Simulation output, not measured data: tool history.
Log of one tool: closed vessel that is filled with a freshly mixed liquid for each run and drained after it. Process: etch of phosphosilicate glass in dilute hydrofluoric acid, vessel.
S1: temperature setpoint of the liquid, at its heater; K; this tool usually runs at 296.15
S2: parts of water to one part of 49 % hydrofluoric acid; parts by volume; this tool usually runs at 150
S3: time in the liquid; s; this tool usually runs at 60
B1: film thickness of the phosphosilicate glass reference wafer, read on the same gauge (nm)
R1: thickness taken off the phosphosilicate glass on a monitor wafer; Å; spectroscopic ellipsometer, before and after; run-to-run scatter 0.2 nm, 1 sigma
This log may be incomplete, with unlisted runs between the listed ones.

run 1 hour=0 | S1=296.15 S2=175 S3=60 | B1=29.97 | R1=415.7
run 2 hour=10.4 | S1=296.15 S2=150 S3=45 | B1=29.98 | R1=369.8
run 3 hour=25.3 | S1=296.15 S2=150 S3=60 | B1=29.98 | R1=494.2
run 4 hour=41.4 | S1=296.15 S2=180 S3=85 | B1=30.03 | R1=560.8
-- hour=52.4 thermometer replaced
-- hour=53.9 hydrofluoric acid flow meter replaced
run 5 hour=57.5 | S1=296.15 S2=180 S3=85 | B1=30 | R1=536
run 6 hour=70.1 | S1=296.15 S2=150 S3=60 | B1=29.98 | R1=473
-- hour=73.8 thermometer replaced, repeated, since the last time left the tool worse
run 7 hour=77.1 | S1=296.15 S2=150 S3=60 | B1=29.98 | R1=530.5
-- hour=79.5 gauge calibrated
run 8 hour=93.3 | S1=292.65 S2=80 S3=80 | B1=30.02 | R1=1241.6
run 9 hour=109.3 | S1=296.15 S2=150 S3=60 | B1=30.03 | R1=531.9
run 10 hour=115.7 | S1=296.15 S2=110 S3=75 | B1=30 | R1=940.2
run 11 hour=130.6 | S1=296.15 S2=150 S3=50 | B1=30.01 | R1=439.8
run 12 hour=138.8 | S1=296.15 S2=150 S3=60 | B1=30.02 | R1=524.7
run 13 hour=145.7 | S1=292.15 S2=210 S3=60 | B1=30 | R1=303
run 14 hour=162.1 | S1=293.65 S2=175 S3=35 | B1=30 | R1=231.8
run 15 hour=168.2 | S1=292.15 S2=150 S3=60 | B1=30.01 | R1=447.9

What the log doesn't show, run by run:
hydrofluoric acid flow below the setpoint (%): 0 on each run
gauge reads high (%): 0 on each run
H1: liquid colder than its thermometer reads (K)
run=1 H1=2.01
run=2 H1=2.03
run=3 H1=2.07
run=4 H1=2.1
run=5 H1=3.21
run=6 H1=3.24
run=7 H1=0.273
run=8 H1=0.309
run=9 H1=0.345
run=10 H1=0.359
run=11 H1=0.393
run=12 H1=0.411
run=13 H1=0.427
run=14 H1=0.463
run=15 H1=0.477

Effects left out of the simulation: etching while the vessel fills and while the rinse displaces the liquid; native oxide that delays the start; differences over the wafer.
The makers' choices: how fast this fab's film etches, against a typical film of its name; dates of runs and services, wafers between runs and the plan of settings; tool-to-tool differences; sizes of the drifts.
